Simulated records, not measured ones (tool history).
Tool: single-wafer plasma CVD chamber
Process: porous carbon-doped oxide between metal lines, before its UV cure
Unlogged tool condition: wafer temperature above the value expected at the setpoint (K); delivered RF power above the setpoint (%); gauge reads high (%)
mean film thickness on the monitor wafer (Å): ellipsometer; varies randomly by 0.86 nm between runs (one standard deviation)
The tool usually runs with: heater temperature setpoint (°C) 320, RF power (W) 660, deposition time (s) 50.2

| run | day | heater temperature setpoint (°C) | RF power (W) | deposition time (s) | wafers since the last listed run | hours since the last thermocouple change | hours since the last RF generator calibration | hours since the showerhead was replaced | hours since the gauge calibration | read-back reference wafer on the same gauge, thickness_nm | mean film thickness on the monitor wafer (Å) |
|---|---|---|---|---|---|---|---|---|---|---|---|
| 1 | 0 | 320 | 660 | 50.2 | 0 | 2221.6 | 136.5 | 5132.9 | 565.3 | 231.234 | 2510.57 |
| 2 | 2.833 | 320 | 660 | 50.2 | 903 | 2289.6 | 204.5 | 5200.9 | 633.3 | 231.017 | 2519.43 |
| 3 | 6.146 | 320 | 755 | 48.2 | 1055 | 2369.1 | 284 | 5280.4 | 712.8 | 230.803 | 2727.43 |
| 4 | 9.246 | 320 | 735 | 50.2 | 988 | 2443.5 | 358.4 | 5354.8 | 787.2 | 231.018 | 2768.79 |
| 5 | 13.429 | 320 | 735 | 50.2 | 1333 | 2543.9 | 458.8 | 5455.2 | 887.6 | 230.857 | 2764.34 |
| 6 | 16.479 | 320 | 660 | 50.2 | 972 | 2617.1 | 532 | 5528.4 | 960.8 | 230.705 | 2503.01 |
| 7 | 19.933 | 330 | 660 | 50.2 | 1101 | 2700 | 614.9 | 5611.3 | 1043.7 | 230.872 | 2372.2 |
| 8 | 24.354 | 330 | 660 | 50.2 | 1409 | 2806.1 | 721 | 5717.4 | 1149.8 | 230.902 | 2349.62 |
| 9 | 26.658 | 326 | 660 | 50.2 | 734 | 2861.4 | 776.3 | 5772.7 | 1205.1 | 231.006 | 2418.29 |
|  | 27.058 | thermocouple changed; heater temperature recalibrated |
| 10 | 30.254 | 326 | 660 | 50.2 | 1039 | 76.7 | 862.6 | 5859 | 1291.4 | 230.942 | 2410.99 |
| 11 | 32.312 | 320 | 660 | 50.2 | 656 | 126.1 | 912 | 5908.4 | 1340.8 | 231.241 | 2483.82 |
| 12 | 35.029 | 320 | 660 | 50.2 | 865 | 191.3 | 977.2 | 5973.6 | 1406 | 231.333 | 2501.32 |
|  | 36.738 | gauge calibrated |
| 13 | 37.988 | 320 | 660 | 46.1 | 942 | 262.3 | 1048.2 | 6044.6 | 30 | 230.659 | 2283.98 |
| 14 | 42.075 | 320 | 660 | 46.1 | 1302 | 360.4 | 1146.3 | 6142.7 | 128.1 | 230.945 | 2291.65 |
| 15 | 44.25 | 320 | 660 | 46.1 | 693 | 412.6 | 1198.5 | 6194.9 | 180.3 | 231.173 | 2279.26 |
| 16 | 46.838 | 320 | 660 | 50.2 | 824 | 474.7 | 1260.6 | 6257 | 242.4 | 231.293 | 2468.51 |
| 17 | 49.238 | 320 | 660 | 50.2 | 764 | 532.3 | 1318.2 | 6314.6 | 300 | 230.94 | 2450.35 |
| 18 | 51.775 | 316 | 590 | 50.2 | 808 | 593.2 | 1379.1 | 6375.5 | 360.9 | 231.426 | 2250.75 |
| 19 | 54.083 | 320 | 720 | 57.3 | 735 | 648.6 | 1434.5 | 6430.9 | 416.3 | 231.295 | 3036.93 |
| 20 | 56.042 | 320 | 660 | 50.2 | 624 | 695.6 | 1481.5 | 6477.9 | 463.3 | 230.827 | 2455.77 |
| 21 | 58.067 | 320 | 705 | 50.2 | 645 | 744.2 | 1530.1 | 6526.5 | 511.9 | 230.486 | 2615.46 |
| 22 | 60.333 | 320 | 720 | 50.2 | 722 | 798.6 | 1584.5 | 6580.9 | 566.3 | 231.214 | 2657.15 |
|  | 62.812 | RF generator calibrated |
|  | 64.45 | showerhead replaced, of another model than before |
| 23 | 64.921 | 333 | 660 | 50.2 | 1249 | 908.7 | 50.6 | 11.3 | 676.4 | 231.204 | 2351.53 |
| 24 | 68.575 | 320 | 660 | 54.9 | 1164 | 996.4 | 138.3 | 99 | 764.1 | 230.963 | 2768.95 |
| 25 | 71.371 | 313 | 660 | 42.5 | 891 | 1063.5 | 205.4 | 166.1 | 831.2 | 230.664 | 2231.37 |
| 26 | 73.288 | 320 | 660 | 46.6 | 610 | 1109.5 | 251.4 | 212.1 | 877.2 | 231.076 | 2340.47 |
| 27 | 75.296 | 320 | 660 | 50.2 | 640 | 1157.7 | 299.6 | 260.3 | 925.4 | 231.287 | 2506.27 |
| 28 | 76.867 | 333 | 715 | 54 | 500 | 1195.4 | 337.3 | 298 | 963.1 | 230.993 | 2666.05 |
| 29 | 79.296 | 312 | 660 | 50.2 | 774 | 1253.7 | 395.6 | 356.3 | 1021.4 | 230.979 | 2640.17 |
| 30 | 81.133 | 320 | 740 | 50.2 | 585 | 1297.8 | 439.7 | 400.4 | 1065.5 | 231.141 | 2709.25 |
| 31 | 84.767 | 326 | 760 | 43.5 | 1158 | 1385 | 526.9 | 487.6 | 1152.7 | 231.266 | 2327.32 |
| 32 | 86.746 | 315 | 700 | 55.3 | 630 | 1432.5 | 574.4 | 535.1 | 1200.2 | 230.99 | 2968.32 |

What differs in the tool's unlogged condition from the final listed run ahead of each entry between runs to the first listed run following it?
From run 9 to run 10: thermocouple changed; heater temperature recalibrated (day 27.058)
  delivered RF power above the setpoint (%): -1.17 -> -1.32
  measured value less the no-hidden-state value, mean film thickness on the monitor wafer (Å): -27.26 -> -30.93
From run 12 to run 13: gauge calibrated (day 36.738)
  delivered RF power above the setpoint (%): -1.56 -> -1.72
  measured value less the no-hidden-state value, mean film thickness on the monitor wafer (Å): -37.92 -> -38.28
From run 22 to run 23: RF generator calibrated (day 62.812); showerhead replaced, of another model than before (day 64.45)
  delivered RF power above the setpoint (%): -3.28 -> -0.0895
  measured value less the no-hidden-state value, mean film thickness on the monitor wafer (Å): -86.18 -> -1.36
